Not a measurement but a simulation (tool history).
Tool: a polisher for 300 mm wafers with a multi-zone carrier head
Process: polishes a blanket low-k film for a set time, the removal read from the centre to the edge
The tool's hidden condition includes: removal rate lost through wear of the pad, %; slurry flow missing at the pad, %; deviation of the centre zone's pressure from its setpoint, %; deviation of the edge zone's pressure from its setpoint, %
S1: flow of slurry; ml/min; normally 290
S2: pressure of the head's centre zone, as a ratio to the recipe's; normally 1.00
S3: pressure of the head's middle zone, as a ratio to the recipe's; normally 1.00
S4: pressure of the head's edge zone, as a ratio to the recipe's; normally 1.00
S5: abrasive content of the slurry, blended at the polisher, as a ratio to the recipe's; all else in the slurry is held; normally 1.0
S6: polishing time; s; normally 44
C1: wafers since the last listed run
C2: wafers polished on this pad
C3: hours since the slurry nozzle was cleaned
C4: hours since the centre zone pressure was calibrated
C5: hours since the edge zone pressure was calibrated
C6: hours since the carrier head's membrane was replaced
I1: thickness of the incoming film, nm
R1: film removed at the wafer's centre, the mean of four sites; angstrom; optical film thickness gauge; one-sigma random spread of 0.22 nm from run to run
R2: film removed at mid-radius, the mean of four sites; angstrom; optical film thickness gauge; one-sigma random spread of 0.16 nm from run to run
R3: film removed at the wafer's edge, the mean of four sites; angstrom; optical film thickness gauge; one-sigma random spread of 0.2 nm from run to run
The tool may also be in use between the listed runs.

run	day	S1	S2	S3	S4	S5	S6	C1	C2	C3	C4	C5	C6	I1	R1	R2	R3
1	0.000	290	0.97	1.00	1.00	1.0	44	0	2612	41.8	666.1	726.8	403.4	508.0	196	199	200
2	1.346	290	1.00	1.00	0.93	1.0	44	569	3181	74.1	698.4	759.1	435.7	499.2	199	202	190
3	2.125	235	0.88	1.00	0.92	1.3	44	329	3511	92.8	717.1	777.8	454.4	499.1	193	222	211
4	2.975	290	1.00	1.00	1.00	1.0	53	359	3871	113.2	737.5	798.2	474.8	502.2	235	239	241
# day 3.646: worn pad replaced by a new one
5	4.150	290	1.00	1.07	1.00	1.0	30	426	213	141.4	765.7	826.4	503.0	508.5	142	149	143
6	5.521	290	1.00	0.89	1.00	1.0	44	580	793	174.3	798.6	859.3	535.9	499.3	202	197	204
# day 6.442: edge zone pressure recalibrated
7	6.738	240	1.00	1.00	1.03	1.0	44	479	1272	203.5	827.8	7.1	565.1	502.9	202	202	202
# day 8.946: centre zone pressure recalibrated
8	9.508	290	1.00	1.00	1.04	1.0	44	1137	2410	270.0	13.5	73.6	631.6	500.5	200	205	205
9	10.300	240	1.00	1.00	1.03	1.0	44	335	2745	289.0	32.5	92.6	650.6	503.5	195	198	199
10	11.225	375	1.00	1.03	1.00	0.8	44	391	3136	311.2	54.7	114.8	672.8	488.7	175	181	176
# day 11.379: slurry nozzle cleaned
# day 11.829: worn pad replaced by a new one, of another model than before
11	12.404	240	0.92	1.00	1.00	1.0	44	410	242	24.6	83.0	143.1	701.1	499.3	186	209	210
# day 13.483: carrier head's membrane replaced by a new one
12	13.646	220	1.03	1.06	1.00	1.0	52	437	679	54.4	112.8	172.9	3.9	491.4	249	250	239
13	14.508	290	1.00	1.00	1.00	1.0	29	364	1044	75.1	133.5	193.6	24.6	503.9	134	137	133
14	15.433	290	1.00	1.00	1.00	1.0	44	391	1436	97.3	155.7	215.8	46.8	497.1	200	207	201
15	16.450	290	1.06	0.94	1.05	1.0	44	430	1866	121.7	180.1	240.2	71.2	499.3	217	200	208
16	17.329	290	1.00	1.00	1.00	1.0	44	372	2238	142.8	201.2	261.3	92.3	492.0	200	203	197

Run 17 has not been measured yet. What should we expect?
17	17.962	360	1.00	1.00	1.00	1.0	49	268	2506	158.0	216.4	276.5	107.5	503.6	?	?	?

Run 17 gave R1 225 angstrom, R2 232 angstrom, R3 222 angstrom.
If the tool had no hidden condition, the same run with the same run-to-run variation would have returned R1 236 angstrom, R2 244 angstrom, R3 233 angstrom.
